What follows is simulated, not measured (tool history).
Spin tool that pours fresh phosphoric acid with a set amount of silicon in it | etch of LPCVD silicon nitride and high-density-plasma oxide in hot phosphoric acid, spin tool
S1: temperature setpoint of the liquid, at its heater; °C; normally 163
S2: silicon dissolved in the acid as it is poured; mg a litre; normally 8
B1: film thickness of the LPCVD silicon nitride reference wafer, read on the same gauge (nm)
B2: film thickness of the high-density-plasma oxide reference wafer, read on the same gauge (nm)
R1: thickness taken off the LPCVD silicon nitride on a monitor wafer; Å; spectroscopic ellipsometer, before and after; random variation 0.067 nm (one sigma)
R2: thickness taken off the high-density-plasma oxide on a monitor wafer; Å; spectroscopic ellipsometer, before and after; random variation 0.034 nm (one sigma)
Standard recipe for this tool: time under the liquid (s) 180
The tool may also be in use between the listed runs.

{"run": 1, "hour": 0.0, "S1": 163, "S2": 8, "time under the liquid (s)": 180, "B1": 109.99, "B2": 99.944, "R1": 154.7, "R2": 7.46}
{"run": 2, "hour": 34.8, "S1": 163, "S2": 8, "time under the liquid (s)": 180, "B1": 109.98, "B2": 100.055, "R1": 154.7, "R2": 7.04}
{"hour": 52.4, "done": "thermometer replaced"}
{"run": 3, "hour": 65.5, "S1": 163, "S2": 8, "time under the liquid (s)": 180, "B1": 110.01, "B2": 100.018, "R1": 168.2, "R2": 8.26}
{"run": 4, "hour": 92.9, "S1": 163, "S2": 8, "time under the liquid (s)": 180, "B1": 110, "B2": 100.045, "R1": 169.5, "R2": 8.97}
{"run": 5, "hour": 113.2, "S1": 163, "S2": 8, "time under the liquid (s)": 180, "B1": 110.01, "B2": 100.002, "R1": 168.5, "R2": 8.82}
{"run": 6, "hour": 126.1, "S1": 163, "S2": 8, "time under the liquid (s)": 180, "B1": 109.99, "B2": 99.979, "R1": 168.1, "R2": 8.85}
{"hour": 176.3, "done": "heated supply line repaired"}
{"hour": 186.3, "done": "gauge calibrated"}
{"run": 7, "hour": 189.1, "S1": 163, "S2": 6, "time under the liquid (s)": 135, "B1": 110.02, "B2": 100.034, "R1": 125.9, "R2": 6.57}
{"run": 8, "hour": 201.2, "S1": 161.5, "S2": 3, "time under the liquid (s)": 80, "B1": 110.02, "B2": 99.996, "R1": 70.6, "R2": 3.88}
{"run": 9, "hour": 225.7, "S1": 163, "S2": 2, "time under the liquid (s)": 180, "B1": 110.01, "B2": 100.035, "R1": 167.4, "R2": 9.58}
{"run": 10, "hour": 239.2, "S1": 163, "S2": 8, "time under the liquid (s)": 180, "B1": 109.98, "B2": 99.932, "R1": 167.1, "R2": 8.45}
{"hour": 257.5, "done": "dissolved silicon flow meter replaced"}
{"run": 11, "hour": 260.5, "S1": 161.5, "S2": 5.5, "time under the liquid (s)": 70, "B1": 109.99, "B2": 99.989, "R1": 61.9, "R2": 3.34}
{"run": 12, "hour": 285.1, "S1": 164, "S2": 8, "time under the liquid (s)": 180, "B1": 109.99, "B2": 99.987, "R1": 171.7, "R2": 8.9}
{"run": 13, "hour": 318.8, "S1": 161, "S2": 11, "time under the liquid (s)": 180, "B1": 109.98, "B2": 100.005, "R1": 155.8, "R2": 6.62}
{"run": 14, "hour": 341.8, "S1": 163, "S2": 8, "time under the liquid (s)": 180, "B1": 109.98, "B2": 100.016, "R1": 166.5, "R2": 8.36}
{"run": 15, "hour": 372.6, "S1": 163, "S2": 8, "time under the liquid (s)": 105, "B1": 109.99, "B2": 100.036, "R1": 97.3, "R2": 4.94}
{"run": 16, "hour": 405.2, "S1": 163, "S2": 8, "time under the liquid (s)": 180, "B1": 109.98, "B2": 99.983, "R1": 166.5, "R2": 8.61}
{"run": 17, "hour": 429.2, "S1": 165.5, "S2": 14, "time under the liquid (s)": 265, "B1": 110.02, "B2": 99.993, "R1": 265.5, "R2": 13.54}
{"run": 18, "hour": 443.3, "S1": 165.5, "S2": 10, "time under the liquid (s)": 225, "B1": 109.99, "B2": 99.969, "R1": 224.7, "R2": 12.01}
{"run": 19, "hour": 476.7, "S1": 163, "S2": 8, "time under the liquid (s)": 290, "B1": 109.99, "B2": 99.988, "R1": 267.9, "R2": 13.22}
{"run": 20, "hour": 491.1, "S1": 163, "S2": 8, "time under the liquid (s)": 180, "B1": 109.99, "B2": 100.035, "R1": 166.1, "R2": 8.06}

Run 21 has not been measured yet. What should we expect?
{"run": 21, "hour": 512.9, "S1": 161, "S2": 5.5, "time under the liquid (s)": 110, "B1": "?", "B2": "?", "R1": "?", "R2": "?"}

B1: 110.02
B2: 100.011
R1: 94.8 Å
R2: 4.49 Å
On a tool with no hidden condition, and with the same random variation, this run would have come out at R1 97.2 Å, R2 4.75 Å.

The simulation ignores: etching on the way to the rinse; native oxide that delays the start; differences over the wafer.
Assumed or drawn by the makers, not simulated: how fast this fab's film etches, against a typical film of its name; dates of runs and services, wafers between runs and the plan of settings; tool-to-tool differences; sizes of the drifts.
